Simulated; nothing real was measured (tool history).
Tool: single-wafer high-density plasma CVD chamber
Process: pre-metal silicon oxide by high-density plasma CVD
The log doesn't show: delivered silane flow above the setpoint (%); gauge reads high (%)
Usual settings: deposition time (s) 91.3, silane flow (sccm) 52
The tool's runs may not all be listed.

run,hour,deposition time (s),silane flow (sccm),wafers since the last listed run,hours since the silane flow controller was replaced,hours since the gauge calibration,"read-back reference wafer on the same gauge, thickness_nm",mean film thickness on the monitor wafer (angstrom)
1,0,91.3,52,0,2685.1,1032.6,535.052,4892.56
2,71.8,91.3,52,710,2756.9,1104.4,534.611,4870.89
3,161.6,102.4,58,888,2846.7,1194.2,534.689,5939.47
4,240.1,102.4,58,776,2925.2,1272.7,534.218,5932.57
5,455.4,91.3,52,2129,3140.5,1488,534.753,4931.48
6,531.2,91.3,52,749,3216.3,1563.8,535.261,4894.26
7,595.5,91.3,45,636,3280.6,1628.1,535.287,4498.91
8,644.7,91.3,45,486,3329.8,1677.3,535.267,4505.12
9,684.8,99.9,52,396,3369.9,1717.4,534.85,5410.99
10,764.8,99.9,52,791,3449.9,1797.4,534.613,5439.5
# hour 829.6: silane flow controller replaced
11,839.9,101.6,52,663,10.3,1872.5,535.567,5323.67
12,946.6,101.6,52,1055,117,1979.2,535.281,5340.36
13,1046.3,101.3,59,986,216.7,2078.9,535.71,5731.74
14,1131.4,73,44,841,301.8,2164,534.516,3421.51
15,1205.1,103.3,57,729,375.5,2237.7,534.549,5716.01
# hour 1251.3: gauge calibrated
16,1263.1,84.5,57,573,433.5,11.8,535.454,4703.4
17,1339.9,91.3,52,759,510.3,88.6,535.323,4792.24
18,1413.6,96.5,52,729,584,162.3,535.267,5086.5
19,1470.1,99,48,558,640.5,218.8,535.11,4928.87
20,1543,91.3,52,721,713.4,291.7,534.719,4795.95
21,1728.8,102.7,45,1838,899.2,477.5,535.148,4906.74

What does the tool deliver on the next run?
22,1795.8,102.6,59,662,966.2,544.5,?,?

read-back reference wafer on the same gauge, thickness_nm: 534.97
mean film thickness on the monitor wafer (angstrom): 5882.54
Minus the tool's unlogged condition, the same run would have read mean film thickness on the monitor wafer (angstrom) 5820.43.
